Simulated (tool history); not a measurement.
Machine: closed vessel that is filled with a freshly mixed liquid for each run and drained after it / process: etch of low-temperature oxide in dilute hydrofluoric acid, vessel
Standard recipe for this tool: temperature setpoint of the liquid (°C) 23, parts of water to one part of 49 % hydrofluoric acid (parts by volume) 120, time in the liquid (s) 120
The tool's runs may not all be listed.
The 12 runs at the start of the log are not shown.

| run | day | temperature setpoint of the liquid (°C) | parts of water to one part of 49 % hydrofluoric acid (parts by volume) | time in the liquid (s) | read-back film thickness of the low-temperature oxide reference wafer, read on the same gauge (nm) | thickness taken off the low-temperature oxide on a monitor wafer (angstrom) |
|---|---|---|---|---|---|---|
| 13 | 12.129 | 23 | 120 | 120 | 38.77 | 136.8 |
| 14 | 12.758 | 23 | 150 | 160 | 38.75 | 141.5 |
|  | 16.442 | gauge calibrated |
| 15 | 16.662 | 23 | 120 | 120 | 39.96 | 141.6 |
| 16 | 18.104 | 23 | 120 | 120 | 39.94 | 141.8 |
| 17 | 18.688 | 23 | 140 | 170 | 39.95 | 167.8 |
| 18 | 20.15 | 23 | 75 | 165 | 39.96 | 330.3 |
| 19 | 20.954 | 23 | 120 | 120 | 39.95 | 141.5 |
| 20 | 21.921 | 23 | 150 | 175 | 39.96 | 158.5 |
| 21 | 22.762 | 27.5 | 160 | 185 | 39.94 | 186.2 |
| 22 | 23.896 | 26.5 | 85 | 75 | 39.94 | 148.9 |
| 23 | 24.638 | 23 | 120 | 120 | 39.95 | 140.3 |
|  | 24.938 | hydrofluoric acid flow meter replaced |
| 24 | 25.954 | 23 | 120 | 120 | 39.92 | 140.6 |
| 25 | 26.642 | 19.5 | 120 | 80 | 39.92 | 82 |
| 26 | 27.275 | 18 | 150 | 120 | 39.92 | 89.3 |
| 27 | 28.05 | 23 | 85 | 160 | 39.93 | 275.6 |
| 28 | 28.783 | 26.5 | 95 | 120 | 39.88 | 210.5 |
| 29 | 29.371 | 23 | 120 | 120 | 39.91 | 141.1 |

Run 30 is up next; what results do you expect?
| 30 | 30.35 | 24.5 | 140 | 160 | ? | ? |

{"run 30": {"read-back film thickness of the low-temperature oxide reference wafer, read on the same gauge (nm)": 39.87, "thickness taken off the low-temperature oxide on a monitor wafer (angstrom)": 167.6}}
With no hidden state in the tool, this same run would have given thickness taken off the low-temperature oxide on a monitor wafer (angstrom) 168.1.
